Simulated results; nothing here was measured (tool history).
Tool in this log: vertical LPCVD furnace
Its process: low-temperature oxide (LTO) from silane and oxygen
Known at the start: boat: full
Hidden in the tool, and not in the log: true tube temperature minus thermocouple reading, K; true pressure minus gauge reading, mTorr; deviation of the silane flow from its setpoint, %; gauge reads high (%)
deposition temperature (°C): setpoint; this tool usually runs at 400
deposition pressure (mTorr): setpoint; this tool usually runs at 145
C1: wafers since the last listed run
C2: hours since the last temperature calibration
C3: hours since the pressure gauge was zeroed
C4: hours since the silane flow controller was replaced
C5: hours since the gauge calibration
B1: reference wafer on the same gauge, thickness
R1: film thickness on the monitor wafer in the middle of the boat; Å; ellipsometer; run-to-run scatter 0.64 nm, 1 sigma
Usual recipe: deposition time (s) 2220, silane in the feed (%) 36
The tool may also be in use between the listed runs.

{"run": 1, "hour": 0.0, "deposition temperature (°C)": 400, "deposition pressure (mTorr)": 145, "deposition time (s)": 2220, "silane in the feed (%)": 36, "C1": 0, "C2": 3610.4, "C3": 2139.3, "C4": 5920.2, "C5": 242.4, "B1": 217.84, "R1": 2232.7}
{"run": 2, "hour": 33.0, "deposition temperature (°C)": 400, "deposition pressure (mTorr)": 145, "deposition time (s)": 2220, "silane in the feed (%)": 36, "C1": 415, "C2": 3643.4, "C3": 2172.3, "C4": 5953.2, "C5": 275.4, "B1": 217.91, "R1": 2239.7}
{"run": 3, "hour": 84.1, "deposition temperature (°C)": 400, "deposition pressure (mTorr)": 145, "deposition time (s)": 2220, "silane in the feed (%)": 36, "C1": 643, "C2": 3694.5, "C3": 2223.4, "C4": 6004.3, "C5": 326.5, "B1": 218.01, "R1": 2234.8}
{"run": 4, "hour": 110.7, "deposition temperature (°C)": 400, "deposition pressure (mTorr)": 145, "deposition time (s)": 2220, "silane in the feed (%)": 36, "C1": 334, "C2": 3721.1, "C3": 2250.0, "C4": 6030.9, "C5": 353.1, "B1": 217.97, "R1": 2233.2}
{"run": 5, "hour": 144.8, "deposition temperature (°C)": 400, "deposition pressure (mTorr)": 145, "deposition time (s)": 2220, "silane in the feed (%)": 36, "C1": 429, "C2": 3755.2, "C3": 2284.1, "C4": 6065.0, "C5": 387.2, "B1": 217.89, "R1": 2232.0}
{"run": 6, "hour": 174.3, "deposition temperature (°C)": 400, "deposition pressure (mTorr)": 145, "deposition time (s)": 2220, "silane in the feed (%)": 36, "C1": 371, "C2": 3784.7, "C3": 2313.6, "C4": 6094.5, "C5": 416.7, "B1": 218.27, "R1": 2221.4}
{"run": 7, "hour": 310.0, "deposition temperature (°C)": 400, "deposition pressure (mTorr)": 145, "deposition time (s)": 2220, "silane in the feed (%)": 36, "C1": 1707, "C2": 3920.4, "C3": 2449.3, "C4": 6230.2, "C5": 552.4, "B1": 217.93, "R1": 2231.8}
{"run": 8, "hour": 345.6, "deposition temperature (°C)": 400, "deposition pressure (mTorr)": 145, "deposition time (s)": 2220, "silane in the feed (%)": 36, "C1": 448, "C2": 3956.0, "C3": 2484.9, "C4": 6265.8, "C5": 588.0, "B1": 218.06, "R1": 2234.3}
{"run": 9, "hour": 376.4, "deposition temperature (°C)": 400, "deposition pressure (mTorr)": 145, "deposition time (s)": 2220, "silane in the feed (%)": 36, "C1": 387, "C2": 3986.8, "C3": 2515.7, "C4": 6296.6, "C5": 618.8, "B1": 218.28, "R1": 2238.5}
{"run": 10, "hour": 431.6, "deposition temperature (°C)": 400, "deposition pressure (mTorr)": 145, "deposition time (s)": 2220, "silane in the feed (%)": 36, "C1": 694, "C2": 4042.0, "C3": 2570.9, "C4": 6351.8, "C5": 674.0, "B1": 218.06, "R1": 2228.4}
{"hour": 473.9, "done": "silane flow controller replaced"}
{"run": 11, "hour": 493.7, "deposition temperature (°C)": 400, "deposition pressure (mTorr)": 145, "deposition time (s)": 2220, "silane in the feed (%)": 36, "C1": 479, "C2": 4104.1, "C3": 2633.0, "C4": 19.8, "C5": 736.1, "B1": 217.89, "R1": 2137.6}
{"run": 12, "hour": 541.5, "deposition temperature (°C)": 400, "deposition pressure (mTorr)": 145, "deposition time (s)": 2220, "silane in the feed (%)": 36, "C1": 601, "C2": 4151.9, "C3": 2680.8, "C4": 67.6, "C5": 783.9, "B1": 218.15, "R1": 2125.3}
{"run": 13, "hour": 583.5, "deposition temperature (°C)": 400, "deposition pressure (mTorr)": 145, "deposition time (s)": 2220, "silane in the feed (%)": 36, "C1": 528, "C2": 4193.9, "C3": 2722.8, "C4": 109.6, "C5": 825.9, "B1": 217.88, "R1": 2145.2}
{"hour": 614.6, "done": "gauge calibrated"}
{"run": 14, "hour": 623.6, "deposition temperature (°C)": 400, "deposition pressure (mTorr)": 145, "deposition time (s)": 2220, "silane in the feed (%)": 36, "C1": 504, "C2": 4234.0, "C3": 2762.9, "C4": 149.7, "C5": 9.0, "B1": 218.16, "R1": 2133.9}
{"run": 15, "hour": 679.7, "deposition temperature (°C)": 400, "deposition pressure (mTorr)": 120, "deposition time (s)": 1650, "silane in the feed (%)": 36, "C1": 706, "C2": 4290.1, "C3": 2819.0, "C4": 205.8, "C5": 65.1, "B1": 218.14, "R1": 1321.8}
{"run": 16, "hour": 722.5, "deposition temperature (°C)": 400, "deposition pressure (mTorr)": 145, "deposition time (s)": 2640, "silane in the feed (%)": 36, "C1": 538, "C2": 4332.9, "C3": 2861.8, "C4": 248.6, "C5": 107.9, "B1": 217.9, "R1": 2555.4}
{"run": 17, "hour": 787.2, "deposition temperature (°C)": 397, "deposition pressure (mTorr)": 145, "deposition time (s)": 2220, "silane in the feed (%)": 34, "C1": 814, "C2": 4397.6, "C3": 2926.5, "C4": 313.3, "C5": 172.6, "B1": 217.74, "R1": 1929.4}
{"run": 18, "hour": 837.8, "deposition temperature (°C)": 400, "deposition pressure (mTorr)": 145, "deposition time (s)": 2820, "silane in the feed (%)": 43, "C1": 636, "C2": 4448.2, "C3": 2977.1, "C4": 363.9, "C5": 223.2, "B1": 217.95, "R1": 3351.0}
{"run": 19, "hour": 905.1, "deposition temperature (°C)": 393, "deposition pressure (mTorr)": 160, "deposition time (s)": 1770, "silane in the feed (%)": 29, "C1": 846, "C2": 4515.5, "C3": 3044.4, "C4": 431.2, "C5": 290.5, "B1": 218.22, "R1": 1294.6}
{"run": 20, "hour": 972.5, "deposition temperature (°C)": 400, "deposition pressure (mTorr)": 145, "deposition time (s)": 2220, "silane in the feed (%)": 43, "C1": 848, "C2": 4582.9, "C3": 3111.8, "C4": 498.6, "C5": 357.9, "B1": 217.95, "R1": 2665.2}
{"hour": 1036.5, "done": "thermocouples replaced and temperature profile calibrated"}
{"run": 21, "hour": 1037.0, "deposition temperature (°C)": 391, "deposition pressure (mTorr)": 160, "deposition time (s)": 3030, "silane in the feed (%)": 32, "C1": 509, "C2": 0.5, "C3": 3176.3, "C4": 563.1, "C5": 422.4, "B1": 217.81, "R1": 2367.1}
{"run": 22, "hour": 1085.9, "deposition temperature (°C)": 400, "deposition pressure (mTorr)": 145, "deposition time (s)": 2220, "silane in the feed (%)": 36, "C1": 615, "C2": 49.4, "C3": 3225.2, "C4": 612.0, "C5": 471.3, "B1": 218.07, "R1": 2065.0}
{"hour": 1153.1, "done": "pressure gauge zeroed"}
{"run": 23, "hour": 1153.6, "deposition temperature (°C)": 400, "deposition pressure (mTorr)": 165, "deposition time (s)": 3030, "silane in the feed (%)": 36, "C1": 549, "C2": 117.1, "C3": 0.5, "C4": 679.7, "C5": 539.0, "B1": 218.09, "R1": 3240.6}
{"run": 24, "hour": 1211.8, "deposition temperature (°C)": 400, "deposition pressure (mTorr)": 145, "deposition time (s)": 2220, "silane in the feed (%)": 36, "C1": 732, "C2": 175.3, "C3": 58.7, "C4": 737.9, "C5": 597.2, "B1": 218.11, "R1": 2080.0}
{"run": 25, "hour": 1260.5, "deposition temperature (°C)": 400, "deposition pressure (mTorr)": 145, "deposition time (s)": 2220, "silane in the feed (%)": 36, "C1": 612, "C2": 224.0, "C3": 107.4, "C4": 786.6, "C5": 645.9, "B1": 217.96, "R1": 2084.3}
{"run": 26, "hour": 1324.1, "deposition temperature (°C)": 405, "deposition pressure (mTorr)": 175, "deposition time (s)": 1590, "silane in the feed (%)": 30, "C1": 800, "C2": 287.6, "C3": 171.0, "C4": 850.2, "C5": 709.5, "B1": 217.89, "R1": 1498.9}
{"run": 27, "hour": 1380.8, "deposition temperature (°C)": 400, "deposition pressure (mTorr)": 145, "deposition time (s)": 2220, "silane in the feed (%)": 41, "C1": 713, "C2": 344.3, "C3": 227.7, "C4": 906.9, "C5": 766.2, "B1": 218.25, "R1": 2453.0}
{"run": 28, "hour": 1413.2, "deposition temperature (°C)": 391, "deposition pressure (mTorr)": 175, "deposition time (s)": 1650, "silane in the feed (%)": 36, "C1": 407, "C2": 376.7, "C3": 260.1, "C4": 939.3, "C5": 798.6, "B1": 218.04, "R1": 1696.8}
{"run": 29, "hour": 1448.7, "deposition temperature (°C)": 391, "deposition pressure (mTorr)": 175, "deposition time (s)": 1650, "silane in the feed (%)": 36, "C1": 446, "C2": 412.2, "C3": 295.6, "C4": 974.8, "C5": 834.1, "B1": 218.14, "R1": 1699.5}
{"hour": 1469.2, "done": "gauge calibrated"}
{"run": 30, "hour": 1530.1, "deposition temperature (°C)": 400, "deposition pressure (mTorr)": 145, "deposition time (s)": 2460, "silane in the feed (%)": 29, "C1": 1024, "C2": 493.6, "C3": 377.0, "C4": 1056.2, "C5": 60.9, "B1": 218.3, "R1": 1728.8}

Some steps in R1, run to run, broken into two amounts with sign: the step expected even without the hidden condition (settings, incoming material, random variation), and the rest, left for the hidden condition together with whatever gauge scatter is not in both the measured and the hidden-condition-free result:
Run 10 -> 11: silane flow controller replaced. R1 -90.8 Å: hidden state -101.1, all else +10.3.
Run 17 -> 18: deposition temperature (°C) 397 -> 400, deposition time (s) 2220 -> 2820, silane in the feed (%) 34 -> 43. R1 +1421.6 Å: hidden state +59.1, all else +1362.5.
Run 18 -> 19: deposition temperature (°C) 400 -> 393, deposition pressure (mTorr) 145 -> 160, deposition time (s) 2820 -> 1770, silane in the feed (%) 43 -> 29. R1 -2056.4 Å: hidden state -84.4, all else -1972.0.
Run 19 -> 20: deposition temperature (°C) 393 -> 400, deposition pressure (mTorr) 160 -> 145, deposition time (s) 1770 -> 2220, silane in the feed (%) 29 -> 43. R1 +1370.6 Å: hidden state +56.2, all else +1314.4.
Run 20 -> 21: deposition temperature (°C) 400 -> 391, deposition pressure (mTorr) 145 -> 160, deposition time (s) 2220 -> 3030, silane in the feed (%) 43 -> 32, thermocouples replaced and temperature profile calibrated. R1 -298.1 Å: hidden state -97.7, all else -200.4.
